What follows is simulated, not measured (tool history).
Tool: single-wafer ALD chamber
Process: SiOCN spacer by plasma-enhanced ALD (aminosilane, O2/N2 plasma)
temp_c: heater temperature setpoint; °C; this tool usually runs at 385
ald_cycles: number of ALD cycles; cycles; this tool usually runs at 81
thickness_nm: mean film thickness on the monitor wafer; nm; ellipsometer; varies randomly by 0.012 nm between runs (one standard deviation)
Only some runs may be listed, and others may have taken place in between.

| run | hour | temp_c | ald_cycles | wafers since the last listed run | hours since the last thermocouple change | hours since the gauge calibration | read-back reference wafer on the same gauge, thickness_nm | thickness_nm |
|---|---|---|---|---|---|---|---|---|
| 1 | 0 | 385 | 81 | 0 | 724.1 | 1407.9 | 4.66 | 4.736 |
| 2 | 42.6 | 385 | 81 | 193 | 766.7 | 1450.5 | 4.659 | 4.716 |
| 3 | 74.8 | 385 | 81 | 146 | 798.9 | 1482.7 | 4.659 | 4.74 |
| 4 | 122.7 | 385 | 75 | 217 | 846.8 | 1530.6 | 4.662 | 4.407 |
| 5 | 152.1 | 385 | 75 | 133 | 876.2 | 1560 | 4.659 | 4.394 |
| 6 | 216.3 | 385 | 81 | 291 | 940.4 | 1624.2 | 4.664 | 4.744 |
| 7 | 279.9 | 385 | 81 | 288 | 1004 | 1687.8 | 4.66 | 4.733 |
| 8 | 338.8 | 385 | 73 | 267 | 1062.9 | 1746.7 | 4.656 | 4.286 |
| 9 | 376.6 | 385 | 73 | 171 | 1100.7 | 1784.5 | 4.659 | 4.275 |
| 10 | 423.8 | 385 | 73 | 214 | 1147.9 | 1831.7 | 4.657 | 4.282 |
| 11 | 449.2 | 385 | 90 | 115 | 1173.3 | 1857.1 | 4.66 | 5.283 |
| 12 | 499.9 | 385 | 90 | 229 | 1224 | 1907.8 | 4.661 | 5.277 |
| 13 | 550.1 | 385 | 90 | 227 | 1274.2 | 1958 | 4.659 | 5.272 |
| 14 | 636.7 | 385 | 85 | 392 | 1360.8 | 2044.6 | 4.658 | 4.994 |
|  | 643.1 | gauge calibrated |
| 15 | 693 | 385 | 85 | 255 | 1417.1 | 49.9 | 4.66 | 4.948 |
| 16 | 735.7 | 385 | 81 | 193 | 1459.8 | 92.6 | 4.66 | 4.757 |
| 17 | 771.4 | 385 | 81 | 161 | 1495.5 | 128.3 | 4.663 | 4.768 |
| 18 | 800.8 | 385 | 81 | 133 | 1524.9 | 157.7 | 4.661 | 4.754 |
| 19 | 844.6 | 394 | 81 | 198 | 1568.7 | 201.5 | 4.659 | 4.736 |
|  | 882.9 | thermocouple changed; heater temperature recalibrated |
| 20 | 883.4 | 385 | 81 | 139 | 0.5 | 240.3 | 4.659 | 4.749 |
| 21 | 936.5 | 385 | 74 | 240 | 53.6 | 293.4 | 4.658 | 4.331 |
| 22 | 963.5 | 385 | 81 | 122 | 80.6 | 320.4 | 4.658 | 4.735 |
| 23 | 1035.1 | 398 | 96 | 324 | 152.2 | 392 | 4.659 | 5.629 |
| 24 | 1098.7 | 385 | 81 | 288 | 215.8 | 455.6 | 4.657 | 4.763 |
| 25 | 1135.8 | 372 | 71 | 168 | 252.9 | 492.7 | 4.661 | 4.171 |
| 26 | 1199.6 | 385 | 95 | 289 | 316.7 | 556.5 | 4.662 | 5.557 |
| 27 | 1226.1 | 390 | 86 | 120 | 343.2 | 583 | 4.661 | 5.017 |
| 28 | 1266.3 | 385 | 69 | 182 | 383.4 | 623.2 | 4.657 | 4.036 |
| 29 | 1291.1 | 377 | 87 | 112 | 408.2 | 648 | 4.663 | 5.096 |
| 30 | 1338.5 | 385 | 73 | 214 | 455.6 | 695.4 | 4.661 | 4.28 |
| 31 | 1382.5 | 385 | 85 | 199 | 499.6 | 739.4 | 4.661 | 4.981 |
| 32 | 1425.9 | 385 | 81 | 196 | 543 | 782.8 | 4.662 | 4.748 |
| 33 | 1570.6 | 392 | 81 | 656 | 687.7 | 927.5 | 4.662 | 4.75 |
| 34 | 1596.3 | 385 | 81 | 116 | 713.4 | 953.2 | 4.659 | 4.744 |
| 35 | 1645.7 | 385 | 81 | 224 | 762.8 | 1002.6 | 4.658 | 4.76 |
| 36 | 1699.6 | 385 | 81 | 244 | 816.7 | 1056.5 | 4.661 | 4.745 |
| 37 | 1750.1 | 395 | 90 | 229 | 867.2 | 1107 | 4.66 | 5.272 |
| 38 | 1805.8 | 397 | 76 | 252 | 922.9 | 1162.7 | 4.662 | 4.456 |
| 39 | 1831.3 | 385 | 77 | 115 | 948.4 | 1188.2 | 4.659 | 4.507 |
| 40 | 1874 | 385 | 91 | 193 | 991.1 | 1230.9 | 4.66 | 5.334 |
| 41 | 1904.1 | 370 | 85 | 136 | 1021.2 | 1261 | 4.663 | 4.955 |
| 42 | 1955.9 | 375 | 77 | 234 | 1073 | 1312.8 | 4.664 | 4.504 |
| 43 | 2019.2 | 378 | 73 | 287 | 1136.3 | 1376.1 | 4.664 | 4.264 |
| 44 | 2069.8 | 371 | 75 | 229 | 1186.9 | 1426.7 | 4.663 | 4.394 |
| 45 | 2115.4 | 385 | 90 | 206 | 1232.5 | 1472.3 | 4.658 | 5.269 |

Each row is a separate what-if for the run after 45, all from the same tool condition, not one after another. Results?
| A | 2116 | 396 | 81 | 2 | 1233.1 | 1472.9 | ? | ? |
| B | 2116 | 380 | 97 | 2 | 1233.1 | 1472.9 | ? | ? |
| C | 2116 | 385 | 94 | 2 | 1233.1 | 1472.9 | ? | ? |
| D | 2116 | 385 | 67 | 2 | 1233.1 | 1472.9 | ? | ? |
| E | 2116 | 375 | 88 | 2 | 1233.1 | 1472.9 | ? | ? |

| run | read-back reference wafer on the same gauge, thickness_nm | thickness_nm |
|---|---|---|
| A | 4.66 | 4.757 |
| B | 4.66 | 5.697 |
| C | 4.66 | 5.521 |
| D | 4.66 | 3.935 |
| E | 4.66 | 5.169 |
The same runs, with their run-to-run variation unchanged, on a tool lacking any hidden condition would have given:
| run | thickness_nm |
|---|---|
| A | 4.757 |
| B | 5.697 |
| C | 5.521 |
| D | 3.935 |
| E | 5.169 |
